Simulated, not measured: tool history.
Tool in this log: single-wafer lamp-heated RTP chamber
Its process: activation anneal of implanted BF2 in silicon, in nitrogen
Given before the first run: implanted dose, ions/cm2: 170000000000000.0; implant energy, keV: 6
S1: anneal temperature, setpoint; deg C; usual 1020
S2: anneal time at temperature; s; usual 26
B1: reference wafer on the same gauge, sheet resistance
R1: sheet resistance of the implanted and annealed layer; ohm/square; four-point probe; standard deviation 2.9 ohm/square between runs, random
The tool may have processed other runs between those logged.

run   hour    S1  S2      B1      R1
  1    0.0  1042  22  786.72  665.59
  2   21.6  1020  26  786.84  685.14
  3   37.3  1020  26  787.01  679.69
  4   52.2  1020  26  788.59  680.49
  5   85.9  1020  26  789.89  680.54
  6  103.6  1020  26  788.89  679.30
  7  121.9  1029  26  791.25  672.60
  8  148.2  1043  26  790.59  661.89
  9  175.4  1043  26  791.07  665.74
 10  210.4  1013  26  791.93  693.63
 11  242.9  1013  26  793.76  691.94
 12  276.6  1020  26  794.02  682.30
 13  305.8  1040  26  795.83  671.23
 14  334.9  1040  26  796.81  670.93
 15  350.6   996  34  797.22  704.90
 16  391.1  1045  18  799.45  678.31
     399.9  -- pyrometer window cleaned and pyrometer calibrated
     410.3  -- gauge calibrated
 17  411.6  1020  26  781.82  677.38
 18  423.8  1038  32  782.23  655.80
 19  458.9  1020  38  783.70  662.81
     487.5  -- reflector plate cleaned
 20  492.2  1020  26  783.85  676.72
 21  521.1  1020  34  785.79  661.85
 22  543.8  1040  26  787.47  658.90
 23  567.0   998  36  788.19  695.39
 24  592.6  1037  19  787.47  676.10
 25  628.3  1033  33  788.44  652.89
 26  647.8  1020  42  789.64  665.34
 27  660.9  1011  26  788.69  691.25
 28  693.2  1020  26  790.72  681.44

Predict each of these 4 candidate next runs independently; none follows another, all start after run 28:
  A  693.6  1020  26   ?   ?
  B  693.6  1050  15   ?   ?
  C  693.6  1044  16   ?   ?
  D  693.6  1005  12   ?   ?

run      B1      R1
  A  790.06  684.71
  B  790.06  678.24
  C  790.06  680.64
  D  790.06  728.53
Stripped of hidden state, with their random variation kept, the same runs would have yielded:
run      R1
  A  674.67
  B  668.30
  C  670.66
  D  717.85
